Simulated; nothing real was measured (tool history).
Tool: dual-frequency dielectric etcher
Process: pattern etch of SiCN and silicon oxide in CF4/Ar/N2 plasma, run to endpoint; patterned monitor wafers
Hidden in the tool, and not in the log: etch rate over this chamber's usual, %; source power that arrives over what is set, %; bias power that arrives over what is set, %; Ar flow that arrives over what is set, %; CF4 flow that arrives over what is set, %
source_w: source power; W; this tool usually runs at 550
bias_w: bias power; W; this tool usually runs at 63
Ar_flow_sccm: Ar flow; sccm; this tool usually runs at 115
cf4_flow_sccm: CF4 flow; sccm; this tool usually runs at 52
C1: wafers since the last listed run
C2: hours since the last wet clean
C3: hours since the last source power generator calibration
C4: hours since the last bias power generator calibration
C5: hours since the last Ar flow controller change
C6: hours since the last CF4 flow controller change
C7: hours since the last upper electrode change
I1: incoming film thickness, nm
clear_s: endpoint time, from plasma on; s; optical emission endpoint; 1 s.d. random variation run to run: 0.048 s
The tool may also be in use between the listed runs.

{"run": 1, "hour": 0.0, "source_w": 610, "bias_w": 63, "Ar_flow_sccm": 134, "cf4_flow_sccm": 52, "C1": 0, "C2": 28.3, "C3": 1975, "C4": 1476.6, "C5": 3816.9, "C6": 25.2, "C7": 4525.2, "I1": 15.49, "clear_s": 15.2}
{"hour": 33.7, "done": "upper electrode replaced"}
{"run": 2, "hour": 34.2, "source_w": 610, "bias_w": 63, "Ar_flow_sccm": 134, "cf4_flow_sccm": 52, "C1": 185, "C2": 62.5, "C3": 2009.2, "C4": 1510.8, "C5": 3851.1, "C6": 59.4, "C7": 0.5, "I1": 15.32, "clear_s": 15.1}
{"run": 3, "hour": 34.5, "source_w": 510, "bias_w": 63, "Ar_flow_sccm": 115, "cf4_flow_sccm": 52, "C1": 5, "C2": 62.8, "C3": 2009.5, "C4": 1511.1, "C5": 3851.4, "C6": 59.7, "C7": 0.8, "I1": 15.48, "clear_s": 18.2}
{"run": 4, "hour": 34.8, "source_w": 510, "bias_w": 63, "Ar_flow_sccm": 115, "cf4_flow_sccm": 52, "C1": 5, "C2": 63.1, "C3": 2009.8, "C4": 1511.4, "C5": 3851.7, "C6": 60, "C7": 1.1, "I1": 15.2, "clear_s": 17.8}
{"run": 5, "hour": 41.7, "source_w": 640, "bias_w": 63, "Ar_flow_sccm": 115, "cf4_flow_sccm": 52, "C1": 125, "C2": 70, "C3": 2016.7, "C4": 1518.3, "C5": 3858.6, "C6": 66.9, "C7": 8, "I1": 15.2, "clear_s": 13.9}
{"hour": 55.1, "done": "Ar flow controller replaced"}
{"run": 6, "hour": 55.6, "source_w": 550, "bias_w": 74, "Ar_flow_sccm": 115, "cf4_flow_sccm": 65, "C1": 143, "C2": 83.9, "C3": 2030.6, "C4": 1532.2, "C5": 0.5, "C6": 80.8, "C7": 21.9, "I1": 15.42, "clear_s": 15.1}
{"run": 7, "hour": 63.7, "source_w": 550, "bias_w": 63, "Ar_flow_sccm": 115, "cf4_flow_sccm": 52, "C1": 147, "C2": 92, "C3": 2038.7, "C4": 1540.3, "C5": 8.6, "C6": 88.9, "C7": 30, "I1": 15.59, "clear_s": 16.8}
{"run": 8, "hour": 73.1, "source_w": 550, "bias_w": 63, "Ar_flow_sccm": 115, "cf4_flow_sccm": 52, "C1": 170, "C2": 101.4, "C3": 2048.1, "C4": 1549.7, "C5": 18, "C6": 98.3, "C7": 39.4, "I1": 15.45, "clear_s": 16.6}
{"run": 9, "hour": 84.1, "source_w": 430, "bias_w": 63, "Ar_flow_sccm": 135, "cf4_flow_sccm": 52, "C1": 200, "C2": 112.4, "C3": 2059.1, "C4": 1560.7, "C5": 29, "C6": 109.3, "C7": 50.4, "I1": 15.4, "clear_s": 22.7}
{"run": 10, "hour": 96.3, "source_w": 510, "bias_w": 55, "Ar_flow_sccm": 144, "cf4_flow_sccm": 64, "C1": 221, "C2": 124.6, "C3": 2071.3, "C4": 1572.9, "C5": 41.2, "C6": 121.5, "C7": 62.6, "I1": 15.4, "clear_s": 18.8}
{"run": 11, "hour": 114.3, "source_w": 550, "bias_w": 63, "Ar_flow_sccm": 115, "cf4_flow_sccm": 52, "C1": 327, "C2": 142.6, "C3": 2089.3, "C4": 1590.9, "C5": 59.2, "C6": 139.5, "C7": 80.6, "I1": 15.51, "clear_s": 16.8}
{"hour": 123.4, "done": "bias power generator calibrated"}
{"run": 12, "hour": 126.0, "source_w": 550, "bias_w": 78, "Ar_flow_sccm": 115, "cf4_flow_sccm": 41, "C1": 140, "C2": 154.3, "C3": 2101, "C4": 2.6, "C5": 70.9, "C6": 151.2, "C7": 92.3, "I1": 15.29, "clear_s": 16.1}
{"run": 13, "hour": 139.6, "source_w": 430, "bias_w": 63, "Ar_flow_sccm": 135, "cf4_flow_sccm": 52, "C1": 247, "C2": 167.9, "C3": 2114.6, "C4": 16.2, "C5": 84.5, "C6": 164.8, "C7": 105.9, "I1": 15.49, "clear_s": 22.8}
{"hour": 151.9, "done": "source power generator calibrated"}
{"run": 14, "hour": 153.2, "source_w": 550, "bias_w": 55, "Ar_flow_sccm": 115, "cf4_flow_sccm": 52, "C1": 174, "C2": 181.5, "C3": 1.3, "C4": 29.8, "C5": 98.1, "C6": 178.4, "C7": 119.5, "I1": 15.46, "clear_s": 16.7}
{"run": 15, "hour": 167.8, "source_w": 480, "bias_w": 63, "Ar_flow_sccm": 115, "cf4_flow_sccm": 45, "C1": 265, "C2": 196.1, "C3": 15.9, "C4": 44.4, "C5": 112.7, "C6": 193, "C7": 134.1, "I1": 15.41, "clear_s": 19.1}
{"run": 16, "hour": 180.5, "source_w": 550, "bias_w": 63, "Ar_flow_sccm": 115, "cf4_flow_sccm": 52, "C1": 230, "C2": 208.8, "C3": 28.6, "C4": 57.1, "C5": 125.4, "C6": 205.7, "C7": 146.8, "I1": 15.4, "clear_s": 15.9}
{"run": 17, "hour": 187.7, "source_w": 550, "bias_w": 79, "Ar_flow_sccm": 115, "cf4_flow_sccm": 40, "C1": 130, "C2": 216, "C3": 35.8, "C4": 64.3, "C5": 132.6, "C6": 212.9, "C7": 154, "I1": 15.37, "clear_s": 15.4}
{"run": 18, "hour": 204.6, "source_w": 550, "bias_w": 63, "Ar_flow_sccm": 115, "cf4_flow_sccm": 59, "C1": 307, "C2": 232.9, "C3": 52.7, "C4": 81.2, "C5": 149.5, "C6": 229.8, "C7": 170.9, "I1": 15.39, "clear_s": 15.6}
{"run": 19, "hour": 219.6, "source_w": 550, "bias_w": 51, "Ar_flow_sccm": 135, "cf4_flow_sccm": 47, "C1": 272, "C2": 247.9, "C3": 67.7, "C4": 96.2, "C5": 164.5, "C6": 244.8, "C7": 185.9, "I1": 15.47, "clear_s": 18.1}
{"run": 20, "hour": 233.7, "source_w": 550, "bias_w": 63, "Ar_flow_sccm": 105, "cf4_flow_sccm": 52, "C1": 256, "C2": 262, "C3": 81.8, "C4": 110.3, "C5": 178.6, "C6": 258.9, "C7": 200, "I1": 15.39, "clear_s": 15.9}
{"run": 21, "hour": 249.8, "source_w": 670, "bias_w": 63, "Ar_flow_sccm": 115, "cf4_flow_sccm": 52, "C1": 292, "C2": 278.1, "C3": 97.9, "C4": 126.4, "C5": 194.7, "C6": 275, "C7": 216.1, "I1": 15.24, "clear_s": 12.8}
{"run": 22, "hour": 262.2, "source_w": 550, "bias_w": 63, "Ar_flow_sccm": 115, "cf4_flow_sccm": 52, "C1": 225, "C2": 290.5, "C3": 110.3, "C4": 138.8, "C5": 207.1, "C6": 287.4, "C7": 228.5, "I1": 15.28, "clear_s": 16}
{"run": 23, "hour": 279.7, "source_w": 550, "bias_w": 63, "Ar_flow_sccm": 115, "cf4_flow_sccm": 52, "C1": 318, "C2": 308, "C3": 127.8, "C4": 156.3, "C5": 224.6, "C6": 304.9, "C7": 246, "I1": 15.26, "clear_s": 16}
{"run": 24, "hour": 296.4, "source_w": 590, "bias_w": 49, "Ar_flow_sccm": 115, "cf4_flow_sccm": 52, "C1": 303, "C2": 324.7, "C3": 144.5, "C4": 173, "C5": 241.3, "C6": 321.6, "C7": 262.7, "I1": 15.29, "clear_s": 16}
{"run": 25, "hour": 309.7, "source_w": 500, "bias_w": 63, "Ar_flow_sccm": 115, "cf4_flow_sccm": 52, "C1": 241, "C2": 338, "C3": 157.8, "C4": 186.3, "C5": 254.6, "C6": 334.9, "C7": 276, "I1": 15.46, "clear_s": 18}

Alternative continuations, all from the tool just after run 25; predict every row:
{"run": "A", "hour": 310.1, "source_w": 550, "bias_w": 63, "Ar_flow_sccm": 91, "cf4_flow_sccm": 52, "C1": 7, "C2": 338.4, "C3": 158.2, "C4": 186.7, "C5": 255, "C6": 335.3, "C7": 276.4, "I1": 15.31, "clear_s": "?"}
{"run": "B", "hour": 310.1, "source_w": 500, "bias_w": 76, "Ar_flow_sccm": 124, "cf4_flow_sccm": 62, "C1": 7, "C2": 338.4, "C3": 158.2, "C4": 186.7, "C5": 255, "C6": 335.3, "C7": 276.4, "I1": 15.31, "clear_s": "?"}
{"run": "C", "hour": 310.1, "source_w": 550, "bias_w": 54, "Ar_flow_sccm": 137, "cf4_flow_sccm": 52, "C1": 7, "C2": 338.4, "C3": 158.2, "C4": 186.7, "C5": 255, "C6": 335.3, "C7": 276.4, "I1": 15.31, "clear_s": "?"}

run=A clear_s=15.5
run=B clear_s=16.4
run=C clear_s=17.3
Stripped of hidden state, with their random variation kept, the same runs would have yielded:
run=A clear_s=15.3
run=B clear_s=16.1
run=C clear_s=17
